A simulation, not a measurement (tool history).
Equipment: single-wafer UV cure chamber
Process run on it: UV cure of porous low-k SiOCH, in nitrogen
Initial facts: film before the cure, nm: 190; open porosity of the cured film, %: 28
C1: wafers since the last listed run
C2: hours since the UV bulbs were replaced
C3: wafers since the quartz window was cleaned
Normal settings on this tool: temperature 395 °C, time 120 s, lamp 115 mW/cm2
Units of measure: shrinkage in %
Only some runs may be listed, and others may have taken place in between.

run 1 day=0.000 | temperature=395 time=120 lamp=115 | C1=0 C2=944.4 C3=1324 | shrinkage=9.941
run 2 day=1.867 | temperature=386 time=120 lamp=115 | C1=170 C2=989.2 C3=1495 | shrinkage=9.978
run 3 day=4.946 | temperature=386 time=120 lamp=115 | C1=281 C2=1063.1 C3=1776 | shrinkage=9.826
run 4 day=8.254 | temperature=386 time=120 lamp=115 | C1=302 C2=1142.5 C3=2078 | shrinkage=9.788
run 5 day=10.900 | temperature=390 time=120 lamp=115 | C1=241 C2=1206.0 C3=2320 | shrinkage=9.820
run 6 day=12.975 | temperature=395 time=120 lamp=115 | C1=189 C2=1255.8 C3=2510 | shrinkage=9.864
-- day=15.604 quartz window cleaned
run 7 day=16.717 | temperature=395 time=120 lamp=115 | C1=311 C2=1345.6 C3=101 | shrinkage=9.830
run 8 day=18.300 | temperature=395 time=120 lamp=115 | C1=144 C2=1383.6 C3=246 | shrinkage=9.821
run 9 day=22.425 | temperature=395 time=120 lamp=115 | C1=376 C2=1482.6 C3=623 | shrinkage=9.873
run 10 day=26.321 | temperature=395 time=120 lamp=115 | C1=356 C2=1576.1 C3=979 | shrinkage=9.854
run 11 day=29.050 | temperature=395 time=120 lamp=115 | C1=249 C2=1641.6 C3=1228 | shrinkage=9.949
run 12 day=32.625 | temperature=395 time=120 lamp=115 | C1=326 C2=1727.4 C3=1555 | shrinkage=9.572
run 13 day=36.933 | temperature=395 time=120 lamp=115 | C1=393 C2=1830.8 C3=1949 | shrinkage=9.652
run 14 day=39.721 | temperature=395 time=120 lamp=115 | C1=254 C2=1897.7 C3=2203 | shrinkage=9.777
run 15 day=42.875 | temperature=395 time=120 lamp=125 | C1=288 C2=1973.4 C3=2492 | shrinkage=9.985
-- day=46.267 quartz window cleaned
run 16 day=47.158 | temperature=395 time=120 lamp=125 | C1=360 C2=2076.2 C3=81 | shrinkage=10.269
run 17 day=50.471 | temperature=395 time=120 lamp=115 | C1=302 C2=2155.7 C3=384 | shrinkage=9.667
run 18 day=58.042 | temperature=395 time=120 lamp=115 | C1=691 C2=2337.4 C3=1075 | shrinkage=9.796
run 19 day=60.317 | temperature=395 time=120 lamp=115 | C1=207 C2=2392.0 C3=1283 | shrinkage=9.727
run 20 day=64.054 | temperature=404 time=120 lamp=115 | C1=341 C2=2481.7 C3=1625 | shrinkage=9.724
run 21 day=66.258 | temperature=395 time=120 lamp=115 | C1=201 C2=2534.6 C3=1826 | shrinkage=9.614
run 22 day=67.817 | temperature=395 time=120 lamp=115 | C1=142 C2=2572.0 C3=1969 | shrinkage=9.656
-- day=68.521 UV bulbs replaced
run 23 day=69.388 | temperature=395 time=120 lamp=128 | C1=113 C2=20.8 C3=2082 | shrinkage=11.694
run 24 day=71.300 | temperature=395 time=120 lamp=115 | C1=174 C2=66.7 C3=2257 | shrinkage=10.744
run 25 day=74.267 | temperature=395 time=120 lamp=93 | C1=271 C2=137.9 C3=2528 | shrinkage=9.804
-- day=75.975 quartz window cleaned
run 26 day=76.317 | temperature=381 time=120 lamp=83 | C1=156 C2=187.1 C3=31 | shrinkage=9.080
run 27 day=80.192 | temperature=395 time=150 lamp=79 | C1=354 C2=280.1 C3=385 | shrinkage=9.998
run 28 day=83.488 | temperature=395 time=185 lamp=81 | C1=301 C2=359.2 C3=686 | shrinkage=10.764
run 29 day=86.979 | temperature=395 time=120 lamp=115 | C1=319 C2=443.0 C3=1005 | shrinkage=10.360
run 30 day=88.688 | temperature=395 time=120 lamp=125 | C1=156 C2=484.0 C3=1161 | shrinkage=10.749
run 31 day=92.471 | temperature=395 time=120 lamp=115 | C1=345 C2=574.8 C3=1507 | shrinkage=10.186
run 32 day=96.417 | temperature=395 time=120 lamp=115 | C1=360 C2=669.5 C3=1868 | shrinkage=10.205
run 33 day=98.671 | temperature=395 time=170 lamp=115 | C1=205 C2=723.6 C3=2074 | shrinkage=11.752
run 34 day=100.350 | temperature=409 time=150 lamp=98 | C1=153 C2=763.9 C3=2227 | shrinkage=10.598
run 35 day=103.488 | temperature=383 time=160 lamp=102 | C1=286 C2=839.2 C3=2514 | shrinkage=10.751
-- day=104.379 quartz window cleaned
run 36 day=107.271 | temperature=395 time=120 lamp=79 | C1=315 C2=930.0 C3=264 | shrinkage=8.470
run 37 day=109.175 | temperature=377 time=120 lamp=102 | C1=174 C2=975.7 C3=438 | shrinkage=9.191
run 38 day=113.058 | temperature=381 time=120 lamp=83 | C1=354 C2=1068.9 C3=793 | shrinkage=8.139
run 39 day=117.288 | temperature=395 time=55 lamp=115 | C1=386 C2=1170.4 C3=1179 | shrinkage=6.501
run 40 day=121.475 | temperature=401 time=185 lamp=115 | C1=382 C2=1270.9 C3=1562 | shrinkage=11.965
run 41 day=123.833 | temperature=395 time=120 lamp=115 | C1=215 C2=1327.5 C3=1777 | shrinkage=9.905
run 42 day=126.512 | temperature=376 time=120 lamp=115 | C1=244 C2=1391.8 C3=2022 | shrinkage=9.506
run 43 day=130.471 | temperature=395 time=120 lamp=115 | C1=361 C2=1486.8 C3=2384 | shrinkage=9.961
run 44 day=134.275 | temperature=395 time=185 lamp=153 | C1=347 C2=1578.1 C3=2732 | shrinkage=13.313
run 45 day=136.904 | temperature=395 time=120 lamp=115 | C1=240 C2=1641.2 C3=2972 | shrinkage=9.793
-- day=137.429 quartz window cleaned
run 46 day=138.712 | temperature=395 time=120 lamp=115 | C1=134 C2=1684.6 C3=117 | shrinkage=9.766
run 47 day=140.225 | temperature=379 time=120 lamp=115 | C1=138 C2=1720.9 C3=255 | shrinkage=9.346

Forecast each of these 3 alternatives for the next run:
run A day=140.246 | temperature=395 time=190 lamp=115 | C1=1 C2=1721.4 C3=257 | shrinkage=?
run B day=140.246 | temperature=412 time=85 lamp=103 | C1=1 C2=1721.4 C3=257 | shrinkage=?
run C day=140.246 | temperature=380 time=90 lamp=151 | C1=1 C2=1721.4 C3=257 | shrinkage=?

run=A shrinkage=11.805
run=B shrinkage=7.959
run=C shrinkage=9.357
Without the tool's hidden state the same runs would have given:
run=A shrinkage=13.209
run=B shrinkage=9.267
run=C shrinkage=10.696
